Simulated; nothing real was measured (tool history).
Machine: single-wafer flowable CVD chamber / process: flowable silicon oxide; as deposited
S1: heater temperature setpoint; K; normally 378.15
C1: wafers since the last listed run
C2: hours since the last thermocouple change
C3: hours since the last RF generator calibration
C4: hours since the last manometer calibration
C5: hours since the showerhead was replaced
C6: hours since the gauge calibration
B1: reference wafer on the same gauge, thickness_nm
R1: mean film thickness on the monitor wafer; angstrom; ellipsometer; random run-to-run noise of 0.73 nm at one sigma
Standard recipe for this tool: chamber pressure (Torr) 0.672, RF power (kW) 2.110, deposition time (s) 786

Run 1, hour 0.0: usual settings; C1 0; C2 931.2; C3 66.7; C4 830.1; C5 5290.6; C6 322.3; B1 275.105. Result: R1 3091.18 angstrom.
Run 2, hour 21.0: usual settings but deposition time (s) 907; C1 73; C2 952.2; C3 87.7; C4 851.1; C5 5311.6; C6 343.3; B1 275.119. Result: R1 3582.82 angstrom.
At hour 39.0: showerhead replaced.
At hour 49.4: thermocouple changed; heater temperature recalibrated.
Run 3, hour 49.9: usual settings but deposition time (s) 907; C1 45; C2 0.5; C3 116.6; C4 880.0; C5 10.9; C6 372.2; B1 274.871. Result: R1 3570.14 angstrom.
Run 4, hour 79.9: usual settings but deposition time (s) 907; C1 105; C2 30.5; C3 146.6; C4 910.0; C5 40.9; C6 402.2; B1 275.094. Result: R1 3571.89 angstrom.
Run 5, hour 104.8: usual settings; C1 87; C2 55.4; C3 171.5; C4 934.9; C5 65.8; C6 427.1; B1 274.699. Result: R1 3091.20 angstrom.
At hour 139.1: capacitance manometer re-zeroed and calibrated.
Run 6, hour 140.5: usual settings; C1 97; C2 91.1; C3 207.2; C4 1.4; C5 101.5; C6 462.8; B1 274.907. Result: R1 3102.24 angstrom.
Run 7, hour 165.4: usual settings; C1 87; C2 116.0; C3 232.1; C4 26.3; C5 126.4; C6 487.7; B1 274.909. Result: R1 3099.68 angstrom.
Run 8, hour 182.0: usual settings but S1 388.15 K, deposition time (s) 939; C1 58; C2 132.6; C3 248.7; C4 42.9; C5 143.0; C6 504.3; B1 274.778. Result: R1 2608.15 angstrom.
Run 9, hour 198.6: usual settings but deposition time (s) 746; C1 58; C2 149.2; C3 265.3; C4 59.5; C5 159.6; C6 520.9; B1 275.239. Result: R1 2943.05 angstrom.
Run 10, hour 233.4: usual settings; C1 121; C2 184.0; C3 300.1; C4 94.3; C5 194.4; C6 555.7; B1 274.731. Result: R1 3098.86 angstrom.
Run 11, hour 267.2: usual settings but deposition time (s) 907; C1 118; C2 217.8; C3 333.9; C4 128.1; C5 228.2; C6 589.5; B1 274.815. Result: R1 3575.18 angstrom.
Run 12, hour 281.6: usual settings but S1 389.15 K, RF power (kW) 1.885; C1 50; C2 232.2; C3 348.3; C4 142.5; C5 242.6; C6 603.9; B1 274.885. Result: R1 2063.04 angstrom.
Run 13, hour 312.9: usual settings; C1 109; C2 263.5; C3 379.6; C4 173.8; C5 273.9; C6 635.2; B1 274.943. Result: R1 3098.44 angstrom.
Run 14, hour 325.2: usual settings but S1 388.15 K, chamber pressure (Torr) 0.787, RF power (kW) 2.445, deposition time (s) 883; C1 43; C2 275.8; C3 391.9; C4 186.1; C5 286.2; C6 647.5; B1 274.732. Result: R1 2946.37 angstrom.
Run 15, hour 338.0: usual settings but RF power (kW) 1.890, deposition time (s) 706; C1 44; C2 288.6; C3 404.7; C4 198.9; C5 299.0; C6 660.3; B1 274.939. Result: R1 2732.59 angstrom.
At hour 348.1: gauge calibrated.
Run 16, hour 422.2: usual settings but chamber pressure (Torr) 0.563, RF power (kW) 2.000, deposition time (s) 726; C1 295; C2 372.8; C3 488.9; C4 283.1; C5 383.2; C6 74.1; B1 274.812. Result: R1 2377.76 angstrom.
Run 17, hour 437.3: usual settings but S1 366.15 K, RF power (kW) 2.255, deposition time (s) 734; C1 52; C2 387.9; C3 504.0; C4 298.2; C5 398.3; C6 89.2; B1 274.741. Result: R1 4542.08 angstrom.
Run 18, hour 463.8: usual settings but chamber pressure (Torr) 0.598, RF power (kW) 2.305, deposition time (s) 870; C1 92; C2 414.4; C3 530.5; C4 324.7; C5 424.8; C6 115.7; B1 275.027. Result: R1 3104.28 angstrom.
Run 19, hour 477.0: usual settings but S1 368.15 K, deposition time (s) 668; C1 46; C2 427.6; C3 543.7; C4 337.9; C5 438.0; C6 128.9; B1 275.104. Result: R1 3802.14 angstrom.
Run 20, hour 498.7: usual settings; C1 76; C2 449.3; C3 565.4; C4 359.6; C5 459.7; C6 150.6; B1 274.750. Result: R1 3101.03 angstrom.
Run 21, hour 516.9: usual settings but RF power (kW) 1.890, deposition time (s) 706; C1 63; C2 467.5; C3 583.6; C4 377.8; C5 477.9; C6 168.8; B1 275.142. Result: R1 2730.98 angstrom.
Run 22, hour 529.7: usual settings; C1 44; C2 480.3; C3 596.4; C4 390.6; C5 490.7; C6 181.6; B1 275.099. Result: R1 3096.80 angstrom.
Run 23, hour 549.5: usual settings but S1 373.15 K, chamber pressure (Torr) 0.547; C1 69; C2 500.1; C3 616.2; C4 410.4; C5 510.5; C6 201.4; B1 274.693. Result: R1 3046.92 angstrom.
Run 24, hour 565.4: usual settings but chamber pressure (Torr) 0.575; C1 55; C2 516.0; C3 632.1; C4 426.3; C5 526.4; C6 217.3; B1 275.449. Result: R1 2669.95 angstrom.
Run 25, hour 584.9: usual settings; C1 68; C2 535.5; C3 651.6; C4 445.8; C5 545.9; C6 236.8; B1 275.018. Result: R1 3105.17 angstrom.
Run 26, hour 599.3: usual settings but chamber pressure (Torr) 0.593; C1 50; C2 549.9; C3 666.0; C4 460.2; C5 560.3; C6 251.2; B1 275.156. Result: R1 2732.79 angstrom.
Run 27, hour 616.2: usual settings but S1 370.15 K, chamber pressure (Torr) 0.540, RF power (kW) 2.460, deposition time (s) 649; C1 59; C2 566.8; C3 682.9; C4 477.1; C5 577.2; C6 268.1; B1 274.785. Result: R1 2833.84 angstrom.
Run 28, hour 640.3: usual settings but S1 373.15 K, deposition time (s) 888; C1 84; C2 590.9; C3 707.0; C4 501.2; C5 601.3; C6 292.2; B1 274.772. Result: R1 4225.75 angstrom.
Run 29, hour 662.0: usual settings but deposition time (s) 904; C1 76; C2 612.6; C3 728.7; C4 522.9; C5 623.0; C6 313.9; B1 274.879. Result: R1 3565.10 angstrom.
Run 30, hour 691.1: usual settings but S1 386.15 K, chamber pressure (Torr) 0.594, deposition time (s) 866; C1 102; C2 641.7; C3 757.8; C4 552.0; C5 652.1; C6 343.0; B1 275.061. Result: R1 2282.87 angstrom.

List, for all runs, the conditions of the tool that the log does not record:
wafer temperature above the value expected at the setpoint (K): 0 in every run
delivered RF power above the setpoint (%): 0 in every run
true pressure above the setpoint (%): 0 in every run
gauge reads high (%): 0 in every run

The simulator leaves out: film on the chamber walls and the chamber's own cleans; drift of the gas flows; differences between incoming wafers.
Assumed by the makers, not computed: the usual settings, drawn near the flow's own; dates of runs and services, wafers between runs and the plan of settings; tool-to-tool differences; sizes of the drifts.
